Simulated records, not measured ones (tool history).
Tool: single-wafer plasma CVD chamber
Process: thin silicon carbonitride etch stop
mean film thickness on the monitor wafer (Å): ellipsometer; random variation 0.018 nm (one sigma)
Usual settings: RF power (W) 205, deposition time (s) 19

run,hour,RF power (W),deposition time (s),"read-back reference wafer on the same gauge, thickness_nm",mean film thickness on the monitor wafer (Å)
1,0,175,21.8,13.194,133.99
2,13.5,175,21.8,13.202,133.83
3,28.7,175,21.8,13.2,133.67
4,43.2,180,19.8,13.198,122.68
# hour 54: gauge calibrated
5,60.7,175,20.6,13.203,126.45
6,95.1,205,18,13.2,114.85
7,107.6,205,19,13.199,120.97
8,114.5,205,19,13.204,120.6
9,132.3,235,21.8,13.195,143.08
10,138.8,205,21.1,13.204,134.39
# hour 157.2: RF generator calibrated
11,157.7,205,21.1,13.2,134.43
12,161.4,205,19,13.199,120.88
13,178.8,235,17.8,13.199,117.18
14,193.1,225,21.7,13.201,141.21
# hour 208.9: showerhead replaced
15,209.4,205,19,13.197,121.01
16,213,180,18,13.197,111.47
17,223.5,170,19,13.198,116.06
18,237.1,190,21.2,13.207,132.68
# hour 248: thermocouple changed; heater temperature recalibrated
19,250.5,205,19,13.198,121.29
20,264.2,185,22.5,13.199,139.9

Run 21 comes next. What will it give?
21,276,215,17.5,?,?

{"run 21": {"read-back reference wafer on the same gauge, thickness_nm": 13.201, "mean film thickness on the monitor wafer (Å)": 112.94}}
Without the tool's hidden state the same run would have given mean film thickness on the monitor wafer (Å) 112.94.

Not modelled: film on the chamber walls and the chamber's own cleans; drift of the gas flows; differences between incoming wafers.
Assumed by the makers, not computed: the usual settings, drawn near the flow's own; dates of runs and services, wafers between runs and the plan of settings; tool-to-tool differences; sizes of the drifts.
